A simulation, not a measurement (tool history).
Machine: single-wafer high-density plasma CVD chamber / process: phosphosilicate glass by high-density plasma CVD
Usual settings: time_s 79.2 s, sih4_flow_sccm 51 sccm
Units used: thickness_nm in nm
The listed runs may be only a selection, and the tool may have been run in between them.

run   hour  time_s  sih4_flow_sccm  wafers since the last listed run  hours since the silane flow controller was replaced  hours since the gauge calibration  read-back reference wafer on the same gauge, thickness_nm  thickness_nm
  1    0.0    79.2              51                                 0                                               2702.7                              276.0                                                    456.183       378.200
  2   19.0    79.2              51                               196                                               2721.7                              295.0                                                    455.923       375.364
  3   43.6    79.2              51                               254                                               2746.3                              319.6                                                    456.110       376.649
  4   67.8    79.2              58                               250                                               2770.5                              343.8                                                    456.050       429.173
  5   86.0    79.2              51                               188                                               2788.7                              362.0                                                    455.610       375.804
  6  115.8    79.2              51                               308                                               2818.5                              391.8                                                    455.858       374.496
  7  143.2    79.2              51                               283                                               2845.9                              419.2                                                    456.056       375.389
  8  227.9    79.2              51                               876                                               2930.6                              503.9                                                    455.955       375.550
  9  262.1    79.2              51                               353                                               2964.8                              538.1                                                    455.786       376.181
 10  292.9    79.2              51                               318                                               2995.6                              568.9                                                    456.023       373.505
 11  326.4    79.2              51                               346                                               3029.1                              602.4                                                    455.808       374.216
 12  345.3    79.2              47                               195                                               3048.0                              621.3                                                    455.754       342.175
 13  368.8    79.2              47                               243                                               3071.5                              644.8                                                    455.902       343.697
 14  390.4    79.2              47                               223                                               3093.1                              666.4                                                    456.462       343.278
 15  411.5    85.3              45                               218                                               3114.2                              687.5                                                    456.031       354.157
 16  431.1    79.2              51                               202                                               3133.8                              707.1                                                    455.848       373.063
     443.6  -- gauge calibrated
 17  456.3    69.0              57                               260                                               3159.0                               12.7                                                    456.083       362.849
 18  487.5    83.9              51                               322                                               3190.2                               43.9                                                    456.090       392.159
     500.4  -- silane flow controller replaced
 19  504.1    87.0              47                                89                                                  3.7                               60.5                                                    456.189       392.394
 20  564.5    69.5              41                               625                                                 64.1                              120.9                                                    455.835       274.633
 21  593.2    74.2              48                               297                                                 92.8                              149.6                                                    455.636       343.045
 22  628.8    79.2              45                               368                                                128.4                              185.2                                                    455.562       344.262
 23  654.3    74.2              48                               263                                                153.9                              210.7                                                    456.044       344.647
 24  674.6    84.5              54                               210                                                174.2                              231.0                                                    455.976       439.292
 25  691.3    79.2              51                               172                                                190.9                              247.7                                                    456.057       390.343
 26  717.1    79.2              51                               267                                                216.7                              273.5                                                    455.769       391.139
 27  743.3    79.2              51                               271                                                242.9                              299.7                                                    456.065       389.340
 28  777.7    79.2              51                               356                                                277.3                              334.1                                                    456.202       388.879
 29  800.6    91.2              47                               237                                                300.2                              357.0                                                    456.301       412.727

Alternative continuations, all from the tool just after run 29; predict every row:
  A  801.0    64.6              51                                 4                                                300.6                              357.4                                                          ?             ?
  B  801.0    72.2              46                                 4                                                300.6                              357.4                                                          ?             ?
  C  801.0    63.8              58                                 4                                                300.6                              357.4                                                          ?             ?
  D  801.0    84.7              51                                 4                                                300.6                              357.4                                                          ?             ?
  E  801.0    70.3              59                                 4                                                300.6                              357.4                                                          ?             ?

run  read-back reference wafer on the same gauge, thickness_nm  thickness_nm
  A                                                    456.033       318.585
  B                                                    456.033       321.157
  C                                                    456.033       357.825
  D                                                    456.033       417.711
  E                                                    456.033       401.079
Stripped of hidden state, with their random variation kept, the same runs would have yielded:
run  thickness_nm
  A       317.915
  B       320.482
  C       357.073
  D       416.833
  E       400.236

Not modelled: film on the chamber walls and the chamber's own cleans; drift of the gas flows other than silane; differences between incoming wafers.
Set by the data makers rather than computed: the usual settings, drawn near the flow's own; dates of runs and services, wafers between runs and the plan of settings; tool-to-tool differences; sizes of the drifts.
